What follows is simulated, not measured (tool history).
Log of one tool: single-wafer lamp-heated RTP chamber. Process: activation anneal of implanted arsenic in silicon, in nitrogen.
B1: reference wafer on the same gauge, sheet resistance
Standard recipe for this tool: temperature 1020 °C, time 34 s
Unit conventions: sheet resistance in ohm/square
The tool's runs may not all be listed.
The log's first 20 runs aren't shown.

Run 21, day 57.504: usual settings but time 40 s; B1 419.02. Result: sheet resistance 432.21 ohm/square.
Run 22, day 60.604: usual settings but temperature 1046 °C; B1 418.74. Result: sheet resistance 425.91 ohm/square.
Run 23, day 62.8: usual settings; B1 418.94. Result: sheet resistance 432.5 ohm/square.
Run 24, day 65.025: usual settings but temperature 994 °C, time 48 s; B1 418.85. Result: sheet resistance 435.88 ohm/square.
Run 25, day 67.038: usual settings but time 23 s; B1 419.08. Result: sheet resistance 437.05 ohm/square.
At day 67.846: reflector plate cleaned.
Run 26, day 71.471: usual settings but time 43 s; B1 419.06. Result: sheet resistance 431.37 ohm/square.
Run 27, day 74.888: usual settings; B1 419.1. Result: sheet resistance 431.73 ohm/square.
Run 28, day 76.846: usual settings but temperature 1037 °C; B1 418.96. Result: sheet resistance 427.15 ohm/square.
Run 29, day 78.788: usual settings; B1 419.03. Result: sheet resistance 431.49 ohm/square.
At day 81.442: pyrometer window cleaned and pyrometer calibrated.
Run 30, day 84.6: usual settings but temperature 1035 °C, time 25 s; B1 419.16. Result: sheet resistance 433.92 ohm/square.
Run 31, day 86.146: usual settings; B1 418.74. Result: sheet resistance 434.87 ohm/square.
Run 32, day 89.646: usual settings but temperature 1032 °C, time 47 s; B1 419.04. Result: sheet resistance 428.1 ohm/square.
Run 33, day 92.492: usual settings but temperature 1032 °C, time 54 s; B1 418.78. Result: sheet resistance 425.77 ohm/square.

The next listed run, before its measurement:
Run 34, day 94.667: usual settings but temperature 1004 °C, time 29 s; B1 ?. Result: sheet resistance ?.

Run 34 measured B1 419.21, sheet resistance 437.82 ohm/square.
If the tool had no hidden condition, the same run with the same run-to-run variation would have returned sheet resistance 438.47 ohm/square.
